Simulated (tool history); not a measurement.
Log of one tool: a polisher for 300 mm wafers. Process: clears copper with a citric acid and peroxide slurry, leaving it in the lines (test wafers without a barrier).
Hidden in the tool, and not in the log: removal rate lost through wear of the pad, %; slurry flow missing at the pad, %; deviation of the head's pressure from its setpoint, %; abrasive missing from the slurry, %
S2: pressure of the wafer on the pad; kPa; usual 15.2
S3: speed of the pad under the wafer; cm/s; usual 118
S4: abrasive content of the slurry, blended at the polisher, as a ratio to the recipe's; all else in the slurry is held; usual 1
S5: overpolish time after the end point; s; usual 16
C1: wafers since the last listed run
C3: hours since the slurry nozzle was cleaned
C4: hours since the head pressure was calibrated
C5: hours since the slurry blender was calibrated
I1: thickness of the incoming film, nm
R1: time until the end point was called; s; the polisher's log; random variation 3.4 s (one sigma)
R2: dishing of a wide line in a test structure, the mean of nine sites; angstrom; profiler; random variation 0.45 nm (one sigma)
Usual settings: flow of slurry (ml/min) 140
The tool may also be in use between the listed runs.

run 1 hour=0 | flow_of_slurry_(ml/min)=140 S2=15.2 S3=102 S4=1 S5=16 | C1=0 wafers_polished_on_this_pad=2073 C3=174.3 C4=921.6 C5=326.9 | I1=315.6 | R1=222.2 R2=189
run 2 hour=41.2 | flow_of_slurry_(ml/min)=140 S2=15.2 S3=102 S4=1 S5=16 | C1=171 wafers_polished_on_this_pad=2244 C3=215.5 C4=962.8 C5=368.1 | I1=315.7 | R1=224 R2=190
-- hour=90.3 head pressure recalibrated
run 3 hour=134.7 | flow_of_slurry_(ml/min)=140 S2=15.2 S3=118 S4=1 S5=16 | C1=380 wafers_polished_on_this_pad=2624 C3=309 C4=44.4 C5=461.6 | I1=315.4 | R1=208.2 R2=199
-- hour=212 worn pad replaced by a new one
-- hour=250.6 slurry blender recalibrated
run 4 hour=450.8 | flow_of_slurry_(ml/min)=140 S2=15.2 S3=118 S4=1 S5=16 | C1=1287 wafers_polished_on_this_pad=983 C3=625.1 C4=360.5 C5=200.2 | I1=312.9 | R1=191.1 R2=221
-- hour=501.2 slurry nozzle cleaned
run 5 hour=541.2 | flow_of_slurry_(ml/min)=140 S2=15.2 S3=118 S4=1 S5=16 | C1=371 wafers_polished_on_this_pad=1354 C3=40 C4=450.9 C5=290.6 | I1=310.4 | R1=193.9 R2=207
run 6 hour=639.3 | flow_of_slurry_(ml/min)=140 S2=15.2 S3=118 S4=1 S5=16 | C1=407 wafers_polished_on_this_pad=1762 C3=138.1 C4=549 C5=388.7 | I1=316.8 | R1=191.5 R2=219
run 7 hour=725.4 | flow_of_slurry_(ml/min)=140 S2=15.2 S3=118 S4=1 S5=16 | C1=357 wafers_polished_on_this_pad=2119 C3=224.2 C4=635.1 C5=474.8 | I1=314.9 | R1=194.3 R2=221
-- hour=800.9 slurry blender recalibrated
run 8 hour=811.3 | flow_of_slurry_(ml/min)=140 S2=15.2 S3=118 S4=1 S5=16 | C1=348 wafers_polished_on_this_pad=2468 C3=310.1 C4=721 C5=10.4 | I1=318 | R1=194.6 R2=216
-- hour=872.4 worn pad replaced by a new one
run 9 hour=876.7 | flow_of_slurry_(ml/min)=140 S2=15.2 S3=118 S4=1 S5=16 | C1=255 wafers_polished_on_this_pad=17 C3=375.5 C4=786.4 C5=75.8 | I1=321.3 | R1=196.9 R2=227
-- hour=893.2 head pressure recalibrated
run 10 hour=979.8 | flow_of_slurry_(ml/min)=140 S2=15.2 S3=92 S4=1 S5=16 | C1=419 wafers_polished_on_this_pad=437 C3=478.6 C4=86.6 C5=178.9 | I1=310.1 | R1=265.2 R2=166
run 11 hour=1031.2 | flow_of_slurry_(ml/min)=125 S2=15.2 S3=118 S4=1 S5=16 | C1=213 wafers_polished_on_this_pad=651 C3=530 C4=138 C5=230.3 | I1=311 | R1=201.1 R2=200
-- hour=1098.8 slurry nozzle cleaned
run 12 hour=1111.3 | flow_of_slurry_(ml/min)=140 S2=15.2 S3=118 S4=1 S5=16 | C1=328 wafers_polished_on_this_pad=979 C3=12.5 C4=218.1 C5=310.4 | I1=310.2 | R1=198.3 R2=212
run 13 hour=1214.4 | flow_of_slurry_(ml/min)=140 S2=15.2 S3=118 S4=1 S5=16 | C1=428 wafers_polished_on_this_pad=1407 C3=115.6 C4=321.2 C5=413.5 | I1=315.6 | R1=194.5 R2=215
run 14 hour=1297.7 | flow_of_slurry_(ml/min)=140 S2=11 S3=96 S4=1 S5=11 | C1=345 wafers_polished_on_this_pad=1753 C3=198.9 C4=404.5 C5=496.8 | I1=316.8 | R1=330.7 R2=97
run 15 hour=1369.6 | flow_of_slurry_(ml/min)=140 S2=15.2 S3=118 S4=1 S5=16 | C1=298 wafers_polished_on_this_pad=2052 C3=270.8 C4=476.4 C5=568.7 | I1=312 | R1=193.7 R2=224
run 16 hour=1419.1 | flow_of_slurry_(ml/min)=140 S2=15.2 S3=76 S4=1 S5=6 | C1=205 wafers_polished_on_this_pad=2258 C3=320.3 C4=525.9 C5=618.2 | I1=316.1 | R1=298.1 R2=58
-- hour=1431.2 worn pad replaced by a new one
-- hour=1468.2 slurry blender recalibrated
run 17 hour=1487.1 | flow_of_slurry_(ml/min)=140 S2=15.2 S3=118 S4=1.2 S5=16 | C1=257 wafers_polished_on_this_pad=223 C3=388.3 C4=593.9 C5=18.9 | I1=313.5 | R1=181.6 R2=228
run 18 hour=1567.4 | flow_of_slurry_(ml/min)=140 S2=15.2 S3=88 S4=1 S5=24 | C1=333 wafers_polished_on_this_pad=557 C3=468.6 C4=674.2 C5=99.2 | I1=312.2 | R1=256.5 R2=234
run 19 hour=1665.1 | flow_of_slurry_(ml/min)=120 S2=15.2 S3=118 S4=1 S5=16 | C1=405 wafers_polished_on_this_pad=963 C3=566.3 C4=771.9 C5=196.9 | I1=317.7 | R1=202.5 R2=215
-- hour=1717.5 slurry nozzle cleaned
-- hour=1722.5 head pressure recalibrated
run 20 hour=1760.1 | flow_of_slurry_(ml/min)=140 S2=15.2 S3=118 S4=1 S5=16 | C1=382 wafers_polished_on_this_pad=1345 C3=42.6 C4=37.6 C5=291.9 | I1=315.9 | R1=211.9 R2=200
run 21 hour=1821 | flow_of_slurry_(ml/min)=140 S2=11 S3=118 S4=0.8 S5=16 | C1=252 wafers_polished_on_this_pad=1598 C3=103.5 C4=98.5 C5=352.8 | I1=315.9 | R1=295.8 R2=146
run 22 hour=1889.7 | flow_of_slurry_(ml/min)=140 S2=17.9 S3=118 S4=1.1 S5=16 | C1=285 wafers_polished_on_this_pad=1883 C3=172.2 C4=167.2 C5=421.5 | I1=317.5 | R1=171.2 R2=239
run 23 hour=1984.7 | flow_of_slurry_(ml/min)=140 S2=17.2 S3=118 S4=1 S5=16 | C1=394 wafers_polished_on_this_pad=2277 C3=267.2 C4=262.2 C5=516.5 | I1=313.4 | R1=178 R2=229
run 24 hour=2023.1 | flow_of_slurry_(ml/min)=140 S2=11 S3=118 S4=0.8 S5=16 | C1=159 wafers_polished_on_this_pad=2437 C3=305.6 C4=300.6 C5=554.9 | I1=313.6 | R1=288.1 R2=156
-- hour=2084.3 slurry blender recalibrated
run 25 hour=2096.6 | flow_of_slurry_(ml/min)=140 S2=18.6 S3=118 S4=1 S5=16 | C1=296 wafers_polished_on_this_pad=2734 C3=379.1 C4=374.1 C5=12.3 | I1=318 | R1=163 R2=255
-- hour=2101.7 worn pad replaced by a new one
run 26 hour=2156.7 | flow_of_slurry_(ml/min)=155 S2=12.4 S3=118 S4=0.7 S5=16 | C1=232 wafers_polished_on_this_pad=228 C3=439.2 C4=434.2 C5=72.4 | I1=316.7 | R1=253.7 R2=167
run 27 hour=2240 | flow_of_slurry_(ml/min)=140 S2=15.2 S3=118 S4=1.2 S5=16 | C1=345 wafers_polished_on_this_pad=574 C3=522.5 C4=517.5 C5=155.7 | I1=309.3 | R1=180.4 R2=222

Forecast each of these 5 alternatives for the next run:
run A hour=2240.5 | flow_of_slurry_(ml/min)=140 S2=15.2 S3=118 S4=1 S5=16 | C1=2 wafers_polished_on_this_pad=576 C3=523 C4=518 C5=156.2 | I1=313.7 | R1=? R2=?
run B hour=2240.5 | flow_of_slurry_(ml/min)=140 S2=15.2 S3=118 S4=1.1 S5=13 | C1=2 wafers_polished_on_this_pad=576 C3=523 C4=518 C5=156.2 | I1=313.7 | R1=? R2=?
run C hour=2240.5 | flow_of_slurry_(ml/min)=140 S2=11.7 S3=118 S4=1 S5=16 | C1=2 wafers_polished_on_this_pad=576 C3=523 C4=518 C5=156.2 | I1=313.7 | R1=? R2=?
run D hour=2240.5 | flow_of_slurry_(ml/min)=95 S2=15.2 S3=80 S4=0.8 S5=16 | C1=2 wafers_polished_on_this_pad=576 C3=523 C4=518 C5=156.2 | I1=313.7 | R1=? R2=?
run E hour=2240.5 | flow_of_slurry_(ml/min)=110 S2=15.2 S3=136 S4=1 S5=19 | C1=2 wafers_polished_on_this_pad=576 C3=523 C4=518 C5=156.2 | I1=313.7 | R1=? R2=?

run=A R1=192.1 R2=210
run=B R1=188 R2=178
run=C R1=246.8 R2=167
run=D R1=325 R2=131
run=E R1=177 R2=262
Without the tool's hidden state the same runs would have given:
run=A R1=210.1 R2=194
run=B R1=205.6 R2=164
run=C R1=269.7 R2=154
run=D R1=355 R2=120
run=E R1=193.6 R2=242
